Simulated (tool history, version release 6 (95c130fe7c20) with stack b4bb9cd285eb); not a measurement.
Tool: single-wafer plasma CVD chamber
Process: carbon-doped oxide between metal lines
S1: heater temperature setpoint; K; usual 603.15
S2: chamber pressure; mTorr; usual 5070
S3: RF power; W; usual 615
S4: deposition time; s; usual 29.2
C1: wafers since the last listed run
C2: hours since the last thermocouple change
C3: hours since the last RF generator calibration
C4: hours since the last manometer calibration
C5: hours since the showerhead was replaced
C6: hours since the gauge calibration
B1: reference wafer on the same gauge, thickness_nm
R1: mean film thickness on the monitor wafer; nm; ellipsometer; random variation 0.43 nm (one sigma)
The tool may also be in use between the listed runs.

{"run": 1, "hour": 0.0, "S1": 603.15, "S2": 5070, "S3": 615, "S4": 29.2, "C1": 0, "C2": 717.9, "C3": 1235.0, "C4": 749.7, "C5": 4709.9, "C6": 514.0, "B1": 221.035, "R1": 190.086}
{"run": 2, "hour": 70.1, "S1": 610.15, "S2": 5840, "S3": 615, "S4": 29.2, "C1": 1186, "C2": 788.0, "C3": 1305.1, "C4": 819.8, "C5": 4780.0, "C6": 584.1, "B1": 220.979, "R1": 188.479}
{"run": 3, "hour": 166.6, "S1": 610.15, "S2": 5840, "S3": 615, "S4": 29.2, "C1": 1633, "C2": 884.5, "C3": 1401.6, "C4": 916.3, "C5": 4876.5, "C6": 680.6, "B1": 220.999, "R1": 188.329}
{"run": 4, "hour": 402.8, "S1": 610.15, "S2": 5840, "S3": 615, "S4": 29.2, "C1": 3997, "C2": 1120.7, "C3": 1637.8, "C4": 1152.5, "C5": 5112.7, "C6": 916.8, "B1": 221.055, "R1": 188.453}
{"run": 5, "hour": 467.5, "S1": 603.15, "S2": 5070, "S3": 615, "S4": 29.2, "C1": 1095, "C2": 1185.4, "C3": 1702.5, "C4": 1217.2, "C5": 5177.4, "C6": 981.5, "B1": 221.021, "R1": 189.236}
{"run": 6, "hour": 531.2, "S1": 603.15, "S2": 5070, "S3": 615, "S4": 29.2, "C1": 1078, "C2": 1249.1, "C3": 1766.2, "C4": 1280.9, "C5": 5241.1, "C6": 1045.2, "B1": 220.97, "R1": 190.268}
{"hour": 582.6, "done": "showerhead replaced"}
{"run": 7, "hour": 629.9, "S1": 603.15, "S2": 5070, "S3": 615, "S4": 29.2, "C1": 1535, "C2": 1347.8, "C3": 1864.9, "C4": 1379.6, "C5": 47.3, "C6": 1143.9, "B1": 220.91, "R1": 188.887}
{"run": 8, "hour": 690.8, "S1": 603.15, "S2": 5070, "S3": 615, "S4": 29.2, "C1": 1030, "C2": 1408.7, "C3": 1925.8, "C4": 1440.5, "C5": 108.2, "C6": 1204.8, "B1": 221.07, "R1": 190.201}
{"hour": 708.0, "done": "RF generator calibrated"}
{"hour": 745.0, "done": "capacitance manometer re-zeroed and calibrated"}
{"run": 9, "hour": 765.0, "S1": 603.15, "S2": 5070, "S3": 695, "S4": 29.2, "C1": 985, "C2": 1482.9, "C3": 57.0, "C4": 20.0, "C5": 182.4, "C6": 1279.0, "B1": 221.045, "R1": 203.105}
{"run": 10, "hour": 829.3, "S1": 603.15, "S2": 5070, "S3": 695, "S4": 29.2, "C1": 1088, "C2": 1547.2, "C3": 121.3, "C4": 84.3, "C5": 246.7, "C6": 1343.3, "B1": 220.971, "R1": 202.349}
{"run": 11, "hour": 935.1, "S1": 603.15, "S2": 5070, "S3": 615, "S4": 29.2, "C1": 1790, "C2": 1653.0, "C3": 227.1, "C4": 190.1, "C5": 352.5, "C6": 1449.1, "B1": 221.012, "R1": 188.796}
{"run": 12, "hour": 1041.8, "S1": 603.15, "S2": 5860, "S3": 615, "S4": 31.9, "C1": 1805, "C2": 1759.7, "C3": 333.8, "C4": 296.8, "C5": 459.2, "C6": 1555.8, "B1": 221.04, "R1": 208.862}
{"run": 13, "hour": 1136.0, "S1": 592.15, "S2": 5770, "S3": 530, "S4": 31.7, "C1": 1594, "C2": 1853.9, "C3": 428.0, "C4": 391.0, "C5": 553.4, "C6": 1650.0, "B1": 221.029, "R1": 198.464}
{"run": 14, "hour": 1177.2, "S1": 610.15, "S2": 5840, "S3": 615, "S4": 29.2, "C1": 697, "C2": 1895.1, "C3": 469.2, "C4": 432.2, "C5": 594.6, "C6": 1691.2, "B1": 220.952, "R1": 186.341}
{"run": 15, "hour": 1281.3, "S1": 603.15, "S2": 5070, "S3": 615, "S4": 29.2, "C1": 1761, "C2": 1999.2, "C3": 573.3, "C4": 536.3, "C5": 698.7, "C6": 1795.3, "B1": 220.986, "R1": 187.725}
{"run": 16, "hour": 1326.4, "S1": 603.15, "S2": 6160, "S3": 615, "S4": 34.0, "C1": 763, "C2": 2044.3, "C3": 618.4, "C4": 581.4, "C5": 743.8, "C6": 1840.4, "B1": 221.1, "R1": 222.109}
{"run": 17, "hour": 1412.9, "S1": 596.15, "S2": 4690, "S3": 615, "S4": 29.2, "C1": 1464, "C2": 2130.8, "C3": 704.9, "C4": 667.9, "C5": 830.3, "C6": 1926.9, "B1": 221.034, "R1": 191.153}
{"run": 18, "hour": 1478.8, "S1": 603.15, "S2": 4650, "S3": 615, "S4": 24.8, "C1": 1115, "C2": 2196.7, "C3": 770.8, "C4": 733.8, "C5": 896.2, "C6": 1992.8, "B1": 220.951, "R1": 158.04}
{"run": 19, "hour": 1523.9, "S1": 595.15, "S2": 5630, "S3": 690, "S4": 25.2, "C1": 763, "C2": 2241.8, "C3": 815.9, "C4": 778.9, "C5": 941.3, "C6": 2037.9, "B1": 220.951, "R1": 179.232}
{"hour": 1604.3, "done": "gauge calibrated"}
{"run": 20, "hour": 1613.4, "S1": 603.15, "S2": 5070, "S3": 615, "S4": 29.2, "C1": 1514, "C2": 2331.3, "C3": 905.4, "C4": 868.4, "C5": 1030.8, "C6": 9.1, "B1": 221.059, "R1": 186.898}
{"hour": 1666.5, "done": "thermocouple changed; heater temperature recalibrated"}
{"run": 21, "hour": 1667.0, "S1": 613.15, "S2": 4380, "S3": 615, "S4": 34.4, "C1": 771, "C2": 0.5, "C3": 959.0, "C4": 922.0, "C5": 1084.4, "C6": 62.7, "B1": 220.983, "R1": 213.3}
{"run": 22, "hour": 1746.0, "S1": 599.15, "S2": 4240, "S3": 570, "S4": 27.3, "C1": 1337, "C2": 79.5, "C3": 1038.0, "C4": 1001.0, "C5": 1163.4, "C6": 141.7, "B1": 221.057, "R1": 170.043}
{"run": 23, "hour": 1977.6, "S1": 603.15, "S2": 5070, "S3": 535, "S4": 29.2, "C1": 3919, "C2": 311.1, "C3": 1269.6, "C4": 1232.6, "C5": 1395.0, "C6": 373.3, "B1": 220.949, "R1": 176.752}
{"run": 24, "hour": 2078.4, "S1": 603.15, "S2": 5070, "S3": 615, "S4": 29.2, "C1": 1706, "C2": 411.9, "C3": 1370.4, "C4": 1333.4, "C5": 1495.8, "C6": 474.1, "B1": 220.942, "R1": 190.138}
{"hour": 2126.9, "done": "capacitance manometer re-zeroed and calibrated"}
{"run": 25, "hour": 2139.9, "S1": 597.15, "S2": 4330, "S3": 685, "S4": 24.2, "C1": 905, "C2": 473.4, "C3": 1431.9, "C4": 13.0, "C5": 1557.3, "C6": 535.6, "B1": 220.989, "R1": 169.136}
{"run": 26, "hour": 2384.2, "S1": 603.15, "S2": 6100, "S3": 615, "S4": 33.4, "C1": 4134, "C2": 717.7, "C3": 1676.2, "C4": 257.3, "C5": 1801.6, "C6": 779.9, "B1": 221.021, "R1": 219.675}
{"run": 27, "hour": 2439.9, "S1": 594.15, "S2": 6160, "S3": 615, "S4": 26.7, "C1": 942, "C2": 773.4, "C3": 1731.9, "C4": 313.0, "C5": 1857.3, "C6": 835.6, "B1": 220.926, "R1": 182.307}

5 ways to go on from here, each from the tool as it stands after run 27. What would each give?
{"run": "A", "hour": 2440.3, "S1": 603.15, "S2": 5070, "S3": 615, "S4": 29.2, "C1": 6, "C2": 773.8, "C3": 1732.3, "C4": 313.4, "C5": 1857.7, "C6": 836.0, "B1": "?", "R1": "?"}
{"run": "B", "hour": 2440.3, "S1": 603.15, "S2": 5070, "S3": 690, "S4": 29.2, "C1": 6, "C2": 773.8, "C3": 1732.3, "C4": 313.4, "C5": 1857.7, "C6": 836.0, "B1": "?", "R1": "?"}
{"run": "C", "hour": 2440.3, "S1": 591.15, "S2": 5870, "S3": 655, "S4": 30.8, "C1": 6, "C2": 773.8, "C3": 1732.3, "C4": 313.4, "C5": 1857.7, "C6": 836.0, "B1": "?", "R1": "?"}
{"run": "D", "hour": 2440.3, "S1": 603.15, "S2": 5930, "S3": 615, "S4": 27.0, "C1": 6, "C2": 773.8, "C3": 1732.3, "C4": 313.4, "C5": 1857.7, "C6": 836.0, "B1": "?", "R1": "?"}
{"run": "E", "hour": 2440.3, "S1": 603.15, "S2": 6210, "S3": 615, "S4": 25.3, "C1": 6, "C2": 773.8, "C3": 1732.3, "C4": 313.4, "C5": 1857.7, "C6": 836.0, "B1": "?", "R1": "?"}

run=A B1=220.955 R1=189.253
run=B B1=220.955 R1=201.877
run=C B1=220.955 R1=219.237
run=D B1=220.955 R1=177.795
run=E B1=220.955 R1=167.368
Without the tool's hidden state the same runs would have given:
run=A R1=190.133
run=B R1=202.816
run=C R1=220.487
run=D R1=178.622
run=E R1=168.147

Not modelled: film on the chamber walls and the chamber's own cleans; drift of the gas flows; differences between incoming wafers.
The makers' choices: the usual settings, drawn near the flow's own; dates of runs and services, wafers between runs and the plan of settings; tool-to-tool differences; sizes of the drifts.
